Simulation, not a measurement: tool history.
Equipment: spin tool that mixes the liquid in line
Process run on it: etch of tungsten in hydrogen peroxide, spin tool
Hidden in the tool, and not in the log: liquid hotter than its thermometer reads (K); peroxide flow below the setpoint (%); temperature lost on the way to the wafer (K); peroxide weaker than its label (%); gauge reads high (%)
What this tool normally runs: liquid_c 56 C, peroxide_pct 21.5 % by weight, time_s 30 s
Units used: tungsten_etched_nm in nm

run   hour  liquid_c  peroxide_pct  time_s  wafers since the last listed run  hours since the thermometer was replaced  hours since the peroxide flow meter was replaced  hours since the heated supply line was repaired  hours since the drum of peroxide was connected  hours since the gauge calibration  read-back film thickness of the tungsten reference wafer, read on the same gauge (nm)  tungsten_etched_nm
  1      0        56          21.5      30                                 0                                    2251.2                                            1614.9                                           3214.1                                           522.2                              199.9                                                                                 149.99                81.3
  2   16.3        56          21.5      30                               293                                    2267.5                                            1631.2                                           3230.4                                           538.5                              216.2                                                                                 150.04               81.75
  3   40.2        56          21.5      30                               430                                    2291.4                                            1655.1                                           3254.3                                           562.4                              240.1                                                                                 150.01               80.78
  4  101.8        56          21.5      30                              1110                                      2353                                            1716.7                                           3315.9                                             624                              301.7                                                                                 150.03               81.15
  5  127.8        56          21.5      30                               468                                      2379                                            1742.7                                           3341.9                                             650                              327.7                                                                                 150.03               81.06
  6  159.6        56          21.5      30                               573                                    2410.8                                            1774.5                                           3373.7                                           681.8                              359.5                                                                                 149.99               80.66
  7  186.5        56          21.5      30                               485                                    2437.7                                            1801.4                                           3400.6                                           708.7                              386.4                                                                                 149.99               79.97
  8  203.9        56          21.5      30                               313                                    2455.1                                            1818.8                                             3418                                           726.1                              403.8                                                                                 150.04               81.55
     206.8  -- thermometer replaced
  9  227.1        56          21.5      30                               400                                      20.3                                              1842                                           3441.2                                           749.3                                427                                                                                 150.01               79.44
 10  254.1        56          21.5      30                               486                                      47.3                                              1869                                           3468.2                                           776.3                                454                                                                                    150               79.71
     270.6  -- peroxide flow meter replaced
 11  274.6      47.5          19.5      20                               351                                      67.8                                                 4                                           3488.7                                           796.8                              474.5                                                                                 149.98               30.17
       287  -- gauge calibrated
 12  303.4        56          19.5      30                               519                                      96.6                                              32.8                                           3517.5                                           825.6                               16.4                                                                                 149.98               76.79
     332.5  -- heated supply line repaired
 13  338.1        56          21.5      30                               607                                     131.3                                              67.5                                              5.6                                           860.3                               51.1                                                                                 149.99               102.5

Expected results for the next run?
 14  353.1        56            26      30                               270                                     146.3                                              82.5                                             20.6                                           875.3                               66.1                                                                                      ?                   ?

{"run 14": {"read-back film thickness of the tungsten reference wafer, read on the same gauge (nm)": 150.01, "tungsten_etched_nm": 113.72}}
On a tool with no hidden condition, and with the same random variation, this run would have come out at tungsten_etched_nm 115.14 nm.

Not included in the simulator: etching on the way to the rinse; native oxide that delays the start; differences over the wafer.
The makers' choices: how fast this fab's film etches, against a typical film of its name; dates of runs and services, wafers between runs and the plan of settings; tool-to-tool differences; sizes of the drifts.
